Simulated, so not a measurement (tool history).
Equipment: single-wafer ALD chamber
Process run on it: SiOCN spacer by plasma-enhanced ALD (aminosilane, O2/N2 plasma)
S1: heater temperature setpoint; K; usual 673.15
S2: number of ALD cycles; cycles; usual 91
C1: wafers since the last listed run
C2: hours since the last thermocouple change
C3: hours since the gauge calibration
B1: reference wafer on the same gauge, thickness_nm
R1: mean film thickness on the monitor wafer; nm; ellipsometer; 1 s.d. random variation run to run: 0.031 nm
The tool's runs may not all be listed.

Run 1, hour 0: usual settings but S2 98 cycles; C1 0; C2 1322.1; C3 792.9; B1 6.398. Result: R1 5.734 nm.
Run 2, hour 70.4: usual settings but S2 98 cycles; C1 194; C2 1392.5; C3 863.3; B1 6.414. Result: R1 5.784 nm.
Run 3, hour 108.2: usual settings; C1 104; C2 1430.3; C3 901.1; B1 6.386. Result: R1 5.354 nm.
At hour 140.7: thermocouple changed; heater temperature recalibrated.
Run 4, hour 148.1: usual settings; C1 88; C2 7.4; C3 941; B1 6.394. Result: R1 5.353 nm.
Run 5, hour 183: usual settings; C1 96; C2 42.3; C3 975.9; B1 6.408. Result: R1 5.371 nm.
Run 6, hour 211: usual settings but S2 95 cycles; C1 77; C2 70.3; C3 1003.9; B1 6.38. Result: R1 5.633 nm.
Run 7, hour 242.1: usual settings; C1 85; C2 101.4; C3 1035; B1 6.389. Result: R1 5.388 nm.
Run 8, hour 294.8: usual settings; C1 145; C2 154.1; C3 1087.7; B1 6.411. Result: R1 5.361 nm.
Run 9, hour 356.6: usual settings; C1 170; C2 215.9; C3 1149.5; B1 6.402. Result: R1 5.353 nm.
Run 10, hour 385.9: usual settings; C1 81; C2 245.2; C3 1178.8; B1 6.393. Result: R1 5.379 nm.
Run 11, hour 451.7: usual settings; C1 181; C2 311; C3 1244.6; B1 6.404. Result: R1 5.361 nm.
Run 12, hour 630.1: usual settings but S2 79 cycles; C1 493; C2 489.4; C3 1423; B1 6.377. Result: R1 4.658 nm.
Run 13, hour 696.5: usual settings but S1 667.15 K; C1 183; C2 555.8; C3 1489.4; B1 6.388. Result: R1 5.373 nm.
At hour 723.3: gauge calibrated.
Run 14, hour 736.1: usual settings but S1 682.15 K, S2 77 cycles; C1 109; C2 595.4; C3 12.8; B1 6.388. Result: R1 4.47 nm.
Run 15, hour 772.4: usual settings; C1 100; C2 631.7; C3 49.1; B1 6.388. Result: R1 5.406 nm.
Run 16, hour 842.9: usual settings but S1 687.15 K, S2 79 cycles; C1 194; C2 702.2; C3 119.6; B1 6.402. Result: R1 4.514 nm.
Run 17, hour 982.5: usual settings but S1 661.15 K, S2 86 cycles; C1 386; C2 841.8; C3 259.2; B1 6.403. Result: R1 5.079 nm.
Run 18, hour 1006.7: usual settings but S1 666.15 K, S2 80 cycles; C1 66; C2 866; C3 283.4; B1 6.396. Result: R1 4.758 nm.
Run 19, hour 1222.5: usual settings; C1 596; C2 1081.8; C3 499.2; B1 6.391. Result: R1 5.372 nm.
Run 20, hour 1270: usual settings but S1 667.15 K, S2 74 cycles; C1 131; C2 1129.3; C3 546.7; B1 6.41. Result: R1 4.357 nm.
Run 21, hour 1335.3: usual settings but S2 105 cycles; C1 180; C2 1194.6; C3 612; B1 6.381. Result: R1 6.188 nm.
Run 22, hour 1404: usual settings but S1 659.15 K; C1 189; C2 1263.3; C3 680.7; B1 6.391. Result: R1 5.363 nm.
Run 23, hour 1460.4: usual settings but S1 662.15 K, S2 107 cycles; C1 155; C2 1319.7; C3 737.1; B1 6.388. Result: R1 6.342 nm.
At hour 1477.4: thermocouple changed; heater temperature recalibrated.
Run 24, hour 1509.6: usual settings; C1 113; C2 32.2; C3 786.3; B1 6.388. Result: R1 5.407 nm.
Run 25, hour 1576.7: usual settings but S1 684.15 K, S2 80 cycles; C1 185; C2 99.3; C3 853.4; B1 6.395. Result: R1 4.55 nm.
Run 26, hour 1617.5: usual settings but S1 664.15 K, S2 96 cycles; C1 112; C2 140.1; C3 894.2; B1 6.409. Result: R1 5.674 nm.
Run 27, hour 1655.4: usual settings but S1 667.15 K, S2 82 cycles; C1 104; C2 178; C3 932.1; B1 6.386. Result: R1 4.84 nm.
Run 28, hour 1712.6: usual settings but S1 663.15 K, S2 96 cycles; C1 158; C2 235.2; C3 989.3; B1 6.381. Result: R1 5.693 nm.
Run 29, hour 1754.2: usual settings; C1 115; C2 276.8; C3 1030.9; B1 6.39. Result: R1 5.366 nm.
Run 30, hour 1950.2: usual settings but S2 80 cycles; C1 541; C2 472.8; C3 1226.9; B1 6.387. Result: R1 4.772 nm.
Run 31, hour 2097.2: usual settings but S1 669.15 K, S2 77 cycles; C1 406; C2 619.8; C3 1373.9; B1 6.387. Result: R1 4.552 nm.

What the log doesn't show, run by run:
wafer temperature above the value expected at the setpoint (K): 0 at every run
gauge reads high (%): 0 at every run
